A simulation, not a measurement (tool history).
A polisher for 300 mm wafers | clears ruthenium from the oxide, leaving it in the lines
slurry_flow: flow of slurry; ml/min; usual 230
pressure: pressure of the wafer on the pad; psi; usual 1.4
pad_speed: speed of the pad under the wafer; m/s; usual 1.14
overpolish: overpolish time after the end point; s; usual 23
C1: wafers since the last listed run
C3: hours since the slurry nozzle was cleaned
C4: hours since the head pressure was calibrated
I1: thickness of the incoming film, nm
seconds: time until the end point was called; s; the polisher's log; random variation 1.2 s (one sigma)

run 1 hour=0 | slurry_flow=230 pressure=1.4 pad_speed=1.14 overpolish=23 | C1=0 wafers_polished_on_this_pad=1356 C3=486 C4=729.5 | I1=111.3 | seconds=122.6
-- hour=32.2 head pressure recalibrated
run 2 hour=38.4 | slurry_flow=230 pressure=1.4 pad_speed=1.14 overpolish=23 | C1=298 wafers_polished_on_this_pad=1655 C3=524.4 C4=6.2 | I1=109.6 | seconds=120.2
run 3 hour=119.7 | slurry_flow=230 pressure=1.4 pad_speed=1.14 overpolish=23 | C1=667 wafers_polished_on_this_pad=2322 C3=605.7 C4=87.5 | I1=109.3 | seconds=123.2
run 4 hour=165.5 | slurry_flow=230 pressure=1.2 pad_speed=1.14 overpolish=23 | C1=375 wafers_polished_on_this_pad=2698 C3=651.5 C4=133.3 | I1=109.6 | seconds=140.3
run 5 hour=258 | slurry_flow=230 pressure=1.2 pad_speed=1.14 overpolish=12 | C1=759 wafers_polished_on_this_pad=3458 C3=744 C4=225.8 | I1=109.9 | seconds=142.9
-- hour=295.8 slurry nozzle cleaned
run 6 hour=356.7 | slurry_flow=230 pressure=1.2 pad_speed=1.14 overpolish=12 | C1=802 wafers_polished_on_this_pad=4260 C3=60.9 C4=324.5 | I1=110.7 | seconds=144.9
-- hour=452.1 worn pad replaced by a new one
run 7 hour=458.7 | slurry_flow=230 pressure=1.4 pad_speed=1.14 overpolish=23 | C1=804 wafers_polished_on_this_pad=54 C3=162.9 C4=426.5 | I1=110.1 | seconds=123
run 8 hour=566.3 | slurry_flow=230 pressure=1.4 pad_speed=1.14 overpolish=23 | C1=883 wafers_polished_on_this_pad=937 C3=270.5 C4=534.1 | I1=110.5 | seconds=123.7
run 9 hour=611 | slurry_flow=230 pressure=1.4 pad_speed=1.14 overpolish=23 | C1=366 wafers_polished_on_this_pad=1304 C3=315.2 C4=578.8 | I1=110.1 | seconds=122.6
run 10 hour=712.9 | slurry_flow=230 pressure=1.4 pad_speed=1.14 overpolish=13 | C1=836 wafers_polished_on_this_pad=2140 C3=417.1 C4=680.7 | I1=109.6 | seconds=122.6
run 11 hour=764.5 | slurry_flow=230 pressure=1.4 pad_speed=1.14 overpolish=23 | C1=423 wafers_polished_on_this_pad=2564 C3=468.7 C4=732.3 | I1=111 | seconds=123.2
run 12 hour=800.8 | slurry_flow=230 pressure=1.4 pad_speed=1.14 overpolish=23 | C1=298 wafers_polished_on_this_pad=2862 C3=505 C4=768.6 | I1=109.4 | seconds=121.9
-- hour=898.2 head pressure recalibrated
run 13 hour=941.6 | slurry_flow=310 pressure=1.1 pad_speed=0.96 overpolish=16 | C1=1139 wafers_polished_on_this_pad=4002 C3=645.8 C4=43.4 | I1=110.5 | seconds=178
-- hour=989.4 slurry nozzle cleaned
run 14 hour=1025.8 | slurry_flow=230 pressure=1.4 pad_speed=1.14 overpolish=23 | C1=683 wafers_polished_on_this_pad=4685 C3=36.4 C4=127.6 | I1=111 | seconds=127.3
-- hour=1063.2 worn pad replaced by a new one
run 15 hour=1112.2 | slurry_flow=230 pressure=1.4 pad_speed=1.14 overpolish=23 | C1=676 wafers_polished_on_this_pad=402 C3=122.8 C4=214 | I1=112.5 | seconds=122.9
run 16 hour=1203.9 | slurry_flow=230 pressure=1.4 pad_speed=1.14 overpolish=23 | C1=752 wafers_polished_on_this_pad=1155 C3=214.5 C4=305.7 | I1=108.7 | seconds=123.5
run 17 hour=1305.4 | slurry_flow=180 pressure=1.4 pad_speed=1.14 overpolish=19 | C1=833 wafers_polished_on_this_pad=1988 C3=316 C4=407.2 | I1=109 | seconds=126.2
run 18 hour=1358.8 | slurry_flow=300 pressure=1.8 pad_speed=1.38 overpolish=23 | C1=438 wafers_polished_on_this_pad=2427 C3=369.4 C4=460.6 | I1=107.8 | seconds=75.9
run 19 hour=1464.8 | slurry_flow=160 pressure=1.9 pad_speed=1.24 overpolish=27 | C1=870 wafers_polished_on_this_pad=3297 C3=475.4 C4=566.6 | I1=111 | seconds=89.2
run 20 hour=1521.5 | slurry_flow=230 pressure=1.8 pad_speed=1.02 overpolish=23 | C1=465 wafers_polished_on_this_pad=3762 C3=532.1 C4=623.3 | I1=110.6 | seconds=107.4
run 21 hour=1601.1 | slurry_flow=230 pressure=1.4 pad_speed=0.8 overpolish=31 | C1=653 wafers_polished_on_this_pad=4416 C3=611.7 C4=702.9 | I1=110.3 | seconds=177.1
run 22 hour=1643.6 | slurry_flow=230 pressure=1.6 pad_speed=1.14 overpolish=23 | C1=348 wafers_polished_on_this_pad=4765 C3=654.2 C4=745.4 | I1=111.6 | seconds=108.3
run 23 hour=1691.5 | slurry_flow=155 pressure=1.4 pad_speed=1.48 overpolish=23 | C1=393 wafers_polished_on_this_pad=5158 C3=702.1 C4=793.3 | I1=111.1 | seconds=102.2
-- hour=1711.7 worn pad replaced by a new one
-- hour=1730.4 slurry nozzle cleaned
run 24 hour=1777.1 | slurry_flow=230 pressure=1.9 pad_speed=1.46 overpolish=18 | C1=661 wafers_polished_on_this_pad=528 C3=46.7 C4=878.9 | I1=109.1 | seconds=71.1
-- hour=1806.9 head pressure recalibrated
run 25 hour=1814.4 | slurry_flow=160 pressure=1.9 pad_speed=1.24 overpolish=27 | C1=289 wafers_polished_on_this_pad=818 C3=84 C4=7.5 | I1=107.9 | seconds=88.6
run 26 hour=1869.9 | slurry_flow=230 pressure=1.4 pad_speed=1.14 overpolish=23 | C1=455 wafers_polished_on_this_pad=1273 C3=139.5 C4=63 | I1=109.5 | seconds=122
run 27 hour=1927.9 | slurry_flow=230 pressure=1.4 pad_speed=1.14 overpolish=23 | C1=476 wafers_polished_on_this_pad=1749 C3=197.5 C4=121 | I1=109.7 | seconds=124.5
run 28 hour=2001.1 | slurry_flow=300 pressure=1.4 pad_speed=1.14 overpolish=23 | C1=600 wafers_polished_on_this_pad=2350 C3=270.7 C4=194.2 | I1=110.3 | seconds=120.3
run 29 hour=2070.7 | slurry_flow=230 pressure=1.4 pad_speed=1.14 overpolish=23 | C1=571 wafers_polished_on_this_pad=2922 C3=340.3 C4=263.8 | I1=111 | seconds=124.6
run 30 hour=2169.3 | slurry_flow=230 pressure=1.4 pad_speed=1.14 overpolish=23 | C1=809 wafers_polished_on_this_pad=3731 C3=438.9 C4=362.4 | I1=110.3 | seconds=123.8
run 31 hour=2274.8 | slurry_flow=230 pressure=1.4 pad_speed=1.14 overpolish=23 | C1=866 wafers_polished_on_this_pad=4597 C3=544.4 C4=467.9 | I1=111.9 | seconds=124.1
run 32 hour=2322.8 | slurry_flow=230 pressure=1.1 pad_speed=1.14 overpolish=29 | C1=394 wafers_polished_on_this_pad=4991 C3=592.4 C4=515.9 | I1=110.3 | seconds=158.1
run 33 hour=2405.6 | slurry_flow=230 pressure=1.7 pad_speed=1.26 overpolish=28 | C1=679 wafers_polished_on_this_pad=5671 C3=675.2 C4=598.7 | I1=107.8 | seconds=89.2
-- hour=2416.2 worn pad replaced by a new one
-- hour=2444.4 slurry nozzle cleaned
run 34 hour=2468 | slurry_flow=205 pressure=1.8 pad_speed=1 overpolish=10 | C1=471 wafers_polished_on_this_pad=417 C3=23.6 C4=661.1 | I1=110.6 | seconds=113.1
run 35 hour=2510.5 | slurry_flow=230 pressure=1.4 pad_speed=1.44 overpolish=15 | C1=348 wafers_polished_on_this_pad=766 C3=66.1 C4=703.6 | I1=109.4 | seconds=96.7
run 36 hour=2563 | slurry_flow=230 pressure=1.4 pad_speed=1.14 overpolish=23 | C1=430 wafers_polished_on_this_pad=1197 C3=118.6 C4=756.1 | I1=108 | seconds=119.2

4 ways to go on from here, each from the tool as it stands after run 36. What would each give?
run A hour=2563.5 | slurry_flow=230 pressure=1.4 pad_speed=0.92 overpolish=23 | C1=4 wafers_polished_on_this_pad=1201 C3=119.1 C4=756.6 | I1=109.9 | seconds=?
run B hour=2563.5 | slurry_flow=185 pressure=1.7 pad_speed=1.5 overpolish=23 | C1=4 wafers_polished_on_this_pad=1201 C3=119.1 C4=756.6 | I1=109.9 | seconds=?
run C hour=2563.5 | slurry_flow=270 pressure=1.2 pad_speed=1.28 overpolish=30 | C1=4 wafers_polished_on_this_pad=1201 C3=119.1 C4=756.6 | I1=109.9 | seconds=?
run D hour=2563.5 | slurry_flow=290 pressure=1.6 pad_speed=0.86 overpolish=37 | C1=4 wafers_polished_on_this_pad=1201 C3=119.1 C4=756.6 | I1=109.9 | seconds=?

run=A seconds=151.9
run=B seconds=79.2
run=C seconds=125
run=D seconds=138.5
Without the tool's hidden state the same runs would have given:
run=A seconds=151.9
run=B seconds=79.2
run=C seconds=125
run=D seconds=138.5
